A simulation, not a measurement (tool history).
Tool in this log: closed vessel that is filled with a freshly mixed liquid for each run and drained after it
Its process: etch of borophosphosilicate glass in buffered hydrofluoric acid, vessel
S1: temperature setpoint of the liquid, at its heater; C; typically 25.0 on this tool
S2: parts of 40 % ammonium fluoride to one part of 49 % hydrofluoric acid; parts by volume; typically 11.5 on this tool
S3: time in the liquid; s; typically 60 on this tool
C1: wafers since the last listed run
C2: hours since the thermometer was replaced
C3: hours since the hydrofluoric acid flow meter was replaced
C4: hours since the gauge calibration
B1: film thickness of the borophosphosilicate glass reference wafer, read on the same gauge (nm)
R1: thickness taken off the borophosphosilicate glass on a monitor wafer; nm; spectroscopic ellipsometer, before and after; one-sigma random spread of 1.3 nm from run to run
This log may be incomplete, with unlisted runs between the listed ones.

run 1 hour=0.0 | S1=25.0 S2=11.5 S3=60 | C1=0 C2=305.3 C3=1283.7 C4=652.9 | B1=38.76 | R1=151.80
run 2 hour=41.9 | S1=25.0 S2=11.5 S3=60 | C1=4678 C2=347.2 C3=1325.6 C4=694.8 | B1=38.75 | R1=151.03
run 3 hour=90.6 | S1=22.5 S2=11.5 S3=60 | C1=5438 C2=395.9 C3=1374.3 C4=743.5 | B1=38.70 | R1=128.69
-- hour=115.4 gauge calibrated
run 4 hour=140.1 | S1=22.5 S2=11.5 S3=60 | C1=5527 C2=445.4 C3=1423.8 C4=24.7 | B1=39.93 | R1=132.30
run 5 hour=210.0 | S1=25.0 S2=11.5 S3=60 | C1=7805 C2=515.3 C3=1493.7 C4=94.6 | B1=39.61 | R1=152.26
run 6 hour=267.8 | S1=25.0 S2=8.5 S3=60 | C1=6454 C2=573.1 C3=1551.5 C4=152.4 | B1=39.52 | R1=196.84
run 7 hour=302.1 | S1=25.0 S2=8.5 S3=60 | C1=3830 C2=607.4 C3=1585.8 C4=186.7 | B1=39.32 | R1=197.91
run 8 hour=335.6 | S1=25.0 S2=11.5 S3=40 | C1=3740 C2=640.9 C3=1619.3 C4=220.2 | B1=39.33 | R1=101.36
run 9 hour=406.8 | S1=25.0 S2=11.5 S3=60 | C1=7950 C2=712.1 C3=1690.5 C4=291.4 | B1=39.15 | R1=150.03
run 10 hour=451.5 | S1=25.0 S2=11.5 S3=60 | C1=4991 C2=756.8 C3=1735.2 C4=336.1 | B1=39.06 | R1=149.45
run 11 hour=506.6 | S1=25.0 S2=11.5 S3=60 | C1=6152 C2=811.9 C3=1790.3 C4=391.2 | B1=38.98 | R1=151.52
run 12 hour=572.0 | S1=25.0 S2=11.5 S3=60 | C1=7303 C2=877.3 C3=1855.7 C4=456.6 | B1=38.93 | R1=150.00
run 13 hour=621.8 | S1=25.0 S2=11.5 S3=60 | C1=5561 C2=927.1 C3=1905.5 C4=506.4 | B1=38.87 | R1=150.54
run 14 hour=648.9 | S1=29.0 S2=10.0 S3=50 | C1=3026 C2=954.2 C3=1932.6 C4=533.5 | B1=38.83 | R1=178.62
-- hour=651.8 hydrofluoric acid flow meter replaced
run 15 hour=704.5 | S1=20.5 S2=10.0 S3=45 | C1=6097 C2=1009.8 C3=52.7 C4=589.1 | B1=38.79 | R1=100.23
run 16 hour=743.3 | S1=25.0 S2=11.5 S3=60 | C1=4332 C2=1048.6 C3=91.5 C4=627.9 | B1=38.77 | R1=150.32
-- hour=779.4 thermometer replaced
run 17 hour=780.1 | S1=25.0 S2=11.5 S3=60 | C1=3997 C2=0.7 C3=128.3 C4=664.7 | B1=38.76 | R1=149.06
-- hour=906.1 gauge calibrated
run 18 hour=959.9 | S1=25.0 S2=15.0 S3=60 | C1=20078 C2=180.5 C3=308.1 C4=53.8 | B1=39.84 | R1=117.62
run 19 hour=1006.0 | S1=27.0 S2=14.0 S3=60 | C1=5147 C2=226.6 C3=354.2 C4=99.9 | B1=39.69 | R1=138.64
run 20 hour=1047.3 | S1=25.0 S2=15.0 S3=60 | C1=4611 C2=267.9 C3=395.5 C4=141.2 | B1=39.53 | R1=116.97
run 21 hour=1088.5 | S1=25.0 S2=7.5 S3=35 | C1=4600 C2=309.1 C3=436.7 C4=182.4 | B1=39.44 | R1=132.50
run 22 hour=1115.8 | S1=26.5 S2=13.0 S3=30 | C1=3048 C2=336.4 C3=464.0 C4=209.7 | B1=39.35 | R1=72.84
run 23 hour=1145.3 | S1=21.5 S2=13.5 S3=75 | C1=3294 C2=365.9 C3=493.5 C4=239.2 | B1=39.26 | R1=132.99
run 24 hour=1203.2 | S1=27.5 S2=9.0 S3=85 | C1=6465 C2=423.8 C3=551.4 C4=297.1 | B1=39.19 | R1=298.37
run 25 hour=1248.5 | S1=22.0 S2=11.5 S3=45 | C1=5058 C2=469.1 C3=596.7 C4=342.4 | B1=39.11 | R1=96.76
run 26 hour=1286.9 | S1=28.5 S2=13.0 S3=60 | C1=4288 C2=507.5 C3=635.1 C4=380.8 | B1=39.03 | R1=161.55
run 27 hour=1317.9 | S1=27.0 S2=14.0 S3=60 | C1=3461 C2=538.5 C3=666.1 C4=411.8 | B1=39.02 | R1=139.74

What was the tool's hidden state at every run in the log?
liquid colder than its thermometer reads (K): 0 across all the runs
hydrofluoric acid flow below the setpoint (%): 0 across all the runs
H1: gauge reads high (%)
run=1 H1=-3.1
run=2 H1=-3.15
run=3 H1=-3.2
run=4 H1=-0.129
run=5 H1=-0.846
run=6 H1=-1.32
run=7 H1=-1.56
run=8 H1=-1.76
run=9 H1=-2.13
run=10 H1=-2.32
run=11 H1=-2.51
run=12 H1=-2.7
run=13 H1=-2.81
run=14 H1=-2.87
run=15 H1=-2.97
run=16 H1=-3.02
run=17 H1=-3.07
run=18 H1=-0.368
run=19 H1=-0.813
run=20 H1=-1.15
run=21 H1=-1.45
run=22 H1=-1.62
run=23 H1=-1.79
run=24 H1=-2.08
run=25 H1=-2.26
run=26 H1=-2.4
run=27 H1=-2.49
